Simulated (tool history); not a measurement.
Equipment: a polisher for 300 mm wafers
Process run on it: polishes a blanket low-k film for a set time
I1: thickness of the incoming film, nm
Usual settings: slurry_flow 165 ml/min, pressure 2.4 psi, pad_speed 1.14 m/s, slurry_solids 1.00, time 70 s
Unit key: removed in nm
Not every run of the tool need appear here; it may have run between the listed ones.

{"run": 1, "hour": 0.0, "slurry_flow": 165, "pressure": 2.4, "pad_speed": 1.14, "slurry_solids": 1.0, "time": 70, "I1": 566.1, "removed": 33.2}
{"hour": 19.2, "done": "conditioning disc replaced and pad reconditioned"}
{"hour": 59.3, "done": "worn pad replaced by a new one"}
{"run": 2, "hour": 59.8, "slurry_flow": 165, "pressure": 2.4, "pad_speed": 1.14, "slurry_solids": 1.0, "time": 70, "I1": 563.6, "removed": 31.3}
{"hour": 103.7, "done": "slurry blender recalibrated"}
{"run": 3, "hour": 124.0, "slurry_flow": 165, "pressure": 2.6, "pad_speed": 1.14, "slurry_solids": 1.0, "time": 75, "I1": 558.9, "removed": 39.5}
{"hour": 162.3, "done": "conditioning disc replaced and pad reconditioned"}
{"hour": 166.0, "done": "slurry nozzle cleaned"}
{"run": 4, "hour": 188.6, "slurry_flow": 165, "pressure": 2.6, "pad_speed": 1.14, "slurry_solids": 1.0, "time": 75, "I1": 571.1, "removed": 39.8}
{"hour": 219.3, "done": "worn pad replaced by a new one"}
{"run": 5, "hour": 219.8, "slurry_flow": 125, "pressure": 2.4, "pad_speed": 1.14, "slurry_solids": 1.0, "time": 81, "I1": 558.2, "removed": 36.9}
{"run": 6, "hour": 240.6, "slurry_flow": 165, "pressure": 2.4, "pad_speed": 1.14, "slurry_solids": 1.0, "time": 83, "I1": 555.8, "removed": 40.1}
{"hour": 274.5, "done": "head pressure recalibrated"}
{"run": 7, "hour": 282.1, "slurry_flow": 165, "pressure": 2.4, "pad_speed": 1.14, "slurry_solids": 1.0, "time": 83, "I1": 554.1, "removed": 39.6}
{"hour": 344.0, "done": "conditioning disc replaced and pad reconditioned"}
{"run": 8, "hour": 351.8, "slurry_flow": 165, "pressure": 2.4, "pad_speed": 1.14, "slurry_solids": 1.0, "time": 83, "I1": 561.0, "removed": 38.2}
{"run": 9, "hour": 395.3, "slurry_flow": 165, "pressure": 2.4, "pad_speed": 1.14, "slurry_solids": 1.0, "time": 70, "I1": 569.1, "removed": 32.4}
{"hour": 408.6, "done": "worn pad replaced by a new one"}
{"hour": 420.2, "done": "slurry blender recalibrated"}
{"run": 10, "hour": 438.0, "slurry_flow": 165, "pressure": 2.4, "pad_speed": 1.14, "slurry_solids": 1.0, "time": 70, "I1": 562.8, "removed": 33.8}
{"hour": 469.4, "done": "slurry nozzle cleaned"}
{"run": 11, "hour": 495.2, "slurry_flow": 165, "pressure": 2.4, "pad_speed": 1.14, "slurry_solids": 1.25, "time": 57, "I1": 557.7, "removed": 31.2}
{"hour": 509.3, "done": "conditioning disc replaced and pad reconditioned"}
{"run": 12, "hour": 553.3, "slurry_flow": 165, "pressure": 2.4, "pad_speed": 1.14, "slurry_solids": 1.0, "time": 70, "I1": 556.2, "removed": 33.4}
{"hour": 575.9, "done": "worn pad replaced by a new one"}
{"run": 13, "hour": 577.6, "slurry_flow": 165, "pressure": 2.6, "pad_speed": 1.14, "slurry_solids": 0.8, "time": 82, "I1": 560.2, "removed": 37.9}
{"run": 14, "hour": 643.9, "slurry_flow": 165, "pressure": 2.4, "pad_speed": 1.14, "slurry_solids": 1.0, "time": 70, "I1": 553.8, "removed": 33.1}
{"hour": 666.5, "done": "conditioning disc replaced and pad reconditioned"}
{"run": 15, "hour": 700.2, "slurry_flow": 200, "pressure": 2.4, "pad_speed": 0.98, "slurry_solids": 0.85, "time": 50, "I1": 562.9, "removed": 19.6}
{"hour": 761.9, "done": "worn pad replaced by a new one"}
{"run": 16, "hour": 776.1, "slurry_flow": 165, "pressure": 2.4, "pad_speed": 1.14, "slurry_solids": 1.1, "time": 70, "I1": 561.3, "removed": 32.7}

What does the tool deliver on the next run?
{"hour": 777.8, "done": "slurry nozzle cleaned"}
{"hour": 788.3, "done": "slurry blender recalibrated"}
{"run": 17, "hour": 802.4, "slurry_flow": 165, "pressure": 2.4, "pad_speed": 1.14, "slurry_solids": 1.0, "time": 77, "I1": 552.5, "removed": "?"}

{"run 17": {"removed": 37.6}}
On a tool with no hidden condition, and with the same random variation, this run would have come out at removed 38.2 nm.
